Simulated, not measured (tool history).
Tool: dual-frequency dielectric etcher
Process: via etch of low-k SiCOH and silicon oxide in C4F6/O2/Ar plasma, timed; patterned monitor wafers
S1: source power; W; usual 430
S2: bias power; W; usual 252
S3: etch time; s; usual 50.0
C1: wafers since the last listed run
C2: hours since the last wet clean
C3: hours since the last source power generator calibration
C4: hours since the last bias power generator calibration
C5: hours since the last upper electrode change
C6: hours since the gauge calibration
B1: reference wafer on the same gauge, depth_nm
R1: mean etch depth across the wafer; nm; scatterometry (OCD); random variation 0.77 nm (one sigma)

run 1 day=0.000 | S1=400 S2=252 S3=50.0 | C1=0 C2=320.5 C3=3134.7 C4=3114.8 C5=2746.5 C6=308.8 | B1=138.9 | R1=145.9
run 2 day=1.200 | S1=400 S2=252 S3=50.0 | C1=293 C2=349.3 C3=3163.5 C4=3143.6 C5=2775.3 C6=337.6 | B1=138.9 | R1=147.9
run 3 day=2.971 | S1=430 S2=252 S3=50.0 | C1=433 C2=391.8 C3=3206.0 C4=3186.1 C5=2817.8 C6=380.1 | B1=139.2 | R1=155.1
-- day=7.771 wet clean of the chamber
run 4 day=9.996 | S1=430 S2=252 S3=50.0 | C1=1474 C2=53.4 C3=3374.6 C4=3354.7 C5=2986.4 C6=548.7 | B1=138.9 | R1=147.0
run 5 day=11.071 | S1=430 S2=252 S3=50.0 | C1=263 C2=79.2 C3=3400.4 C4=3380.5 C5=3012.2 C6=574.5 | B1=139.1 | R1=146.9
run 6 day=12.092 | S1=430 S2=252 S3=50.0 | C1=249 C2=103.7 C3=3424.9 C4=3405.0 C5=3036.7 C6=599.0 | B1=138.9 | R1=147.0
run 7 day=14.267 | S1=430 S2=252 S3=50.0 | C1=532 C2=155.9 C3=3477.1 C4=3457.2 C5=3088.9 C6=651.2 | B1=139.2 | R1=148.5
run 8 day=16.846 | S1=430 S2=252 S3=50.0 | C1=631 C2=217.8 C3=3539.0 C4=3519.1 C5=3150.8 C6=713.1 | B1=139.1 | R1=149.3
run 9 day=19.146 | S1=430 S2=252 S3=50.0 | C1=563 C2=273.0 C3=3594.2 C4=3574.3 C5=3206.0 C6=768.3 | B1=139.0 | R1=149.5
-- day=20.646 source power generator calibrated
run 10 day=20.667 | S1=430 S2=252 S3=50.0 | C1=331 C2=309.5 C3=0.5 C4=3610.8 C5=3242.5 C6=804.8 | B1=139.1 | R1=150.9
run 11 day=22.254 | S1=430 S2=252 S3=50.0 | C1=388 C2=347.6 C3=38.6 C4=3648.9 C5=3280.6 C6=842.9 | B1=139.0 | R1=152.1
-- day=23.429 gauge calibrated
-- day=25.583 wet clean of the chamber
run 12 day=25.604 | S1=430 S2=252 S3=50.0 | C1=575 C2=0.5 C3=119.0 C4=3729.3 C5=3361.0 C6=52.2 | B1=138.9 | R1=147.5
run 13 day=26.954 | S1=430 S2=252 S3=50.0 | C1=330 C2=32.9 C3=151.4 C4=3761.7 C5=3393.4 C6=84.6 | B1=138.9 | R1=149.1
-- day=27.679 bias power generator calibrated
run 14 day=28.021 | S1=430 S2=252 S3=50.0 | C1=220 C2=58.5 C3=177.0 C4=8.2 C5=3419.0 C6=110.2 | B1=139.0 | R1=148.8
run 15 day=29.350 | S1=500 S2=252 S3=37.5 | C1=325 C2=90.4 C3=208.9 C4=40.1 C5=3450.9 C6=142.1 | B1=139.1 | R1=122.8
run 16 day=32.167 | S1=430 S2=218 S3=50.0 | C1=689 C2=158.0 C3=276.5 C4=107.7 C5=3518.5 C6=209.7 | B1=139.1 | R1=145.0
run 17 day=35.129 | S1=400 S2=252 S3=50.0 | C1=725 C2=229.1 C3=347.6 C4=178.8 C5=3589.6 C6=280.8 | B1=138.9 | R1=146.8
run 18 day=36.338 | S1=430 S2=252 S3=50.0 | C1=295 C2=258.1 C3=376.6 C4=207.8 C5=3618.6 C6=309.8 | B1=139.0 | R1=151.5
-- day=40.433 upper electrode replaced
-- day=45.538 wet clean of the chamber
run 19 day=45.558 | S1=490 S2=252 S3=43.0 | C1=1767 C2=0.5 C3=597.9 C4=429.1 C5=123.0 C6=531.1 | B1=138.9 | R1=138.3
run 20 day=47.358 | S1=430 S2=252 S3=50.0 | C1=440 C2=43.7 C3=641.1 C4=472.3 C5=166.2 C6=574.3 | B1=138.9 | R1=150.7
run 21 day=49.204 | S1=430 S2=204 S3=50.0 | C1=451 C2=88.0 C3=685.4 C4=516.6 C5=210.5 C6=618.6 | B1=139.3 | R1=142.7
run 22 day=51.425 | S1=540 S2=252 S3=50.0 | C1=543 C2=141.3 C3=738.7 C4=569.9 C5=263.8 C6=671.9 | B1=139.2 | R1=170.9
run 23 day=53.971 | S1=500 S2=252 S3=46.0 | C1=623 C2=202.4 C3=799.8 C4=631.0 C5=324.9 C6=733.0 | B1=139.0 | R1=153.3
run 24 day=55.638 | S1=370 S2=252 S3=42.5 | C1=408 C2=242.4 C3=839.8 C4=671.0 C5=364.9 C6=773.0 | B1=139.0 | R1=119.0
run 25 day=57.800 | S1=370 S2=229 S3=38.0 | C1=529 C2=294.3 C3=891.7 C4=722.9 C5=416.8 C6=824.9 | B1=139.1 | R1=103.7
run 26 day=58.946 | S1=430 S2=252 S3=50.0 | C1=280 C2=321.8 C3=919.2 C4=750.4 C5=444.3 C6=852.4 | B1=138.8 | R1=155.0
run 27 day=61.521 | S1=320 S2=252 S3=59.5 | C1=630 C2=383.6 C3=981.0 C4=812.2 C5=506.1 C6=914.2 | B1=139.2 | R1=152.4
-- day=63.233 wet clean of the chamber
run 28 day=63.254 | S1=370 S2=197 S3=41.0 | C1=179 C2=0.5 C3=1022.6 C4=853.8 C5=547.7 C6=955.8 | B1=138.9 | R1=105.3
run 29 day=65.329 | S1=430 S2=252 S3=50.0 | C1=507 C2=50.3 C3=1072.4 C4=903.6 C5=597.5 C6=1005.6 | B1=138.9 | R1=148.0

3 ways to go on from here, each from the tool as it stands after run 29. What would each give?
run A day=65.346 | S1=370 S2=252 S3=50.0 | C1=4 C2=50.7 C3=1072.8 C4=904.0 C5=597.9 C6=1006.0 | B1=? | R1=?
run B day=65.346 | S1=390 S2=269 S3=61.5 | C1=4 C2=50.7 C3=1072.8 C4=904.0 C5=597.9 C6=1006.0 | B1=? | R1=?
run C day=65.346 | S1=400 S2=224 S3=46.0 | C1=4 C2=50.7 C3=1072.8 C4=904.0 C5=597.9 C6=1006.0 | B1=? | R1=?

run=A B1=138.9 R1=134.8
run=B B1=138.9 R1=174.0
run=C B1=138.9 R1=126.9
Without the tool's hidden state the same runs would have given:
run=A R1=134.5
run=B R1=173.7
run=C R1=126.6

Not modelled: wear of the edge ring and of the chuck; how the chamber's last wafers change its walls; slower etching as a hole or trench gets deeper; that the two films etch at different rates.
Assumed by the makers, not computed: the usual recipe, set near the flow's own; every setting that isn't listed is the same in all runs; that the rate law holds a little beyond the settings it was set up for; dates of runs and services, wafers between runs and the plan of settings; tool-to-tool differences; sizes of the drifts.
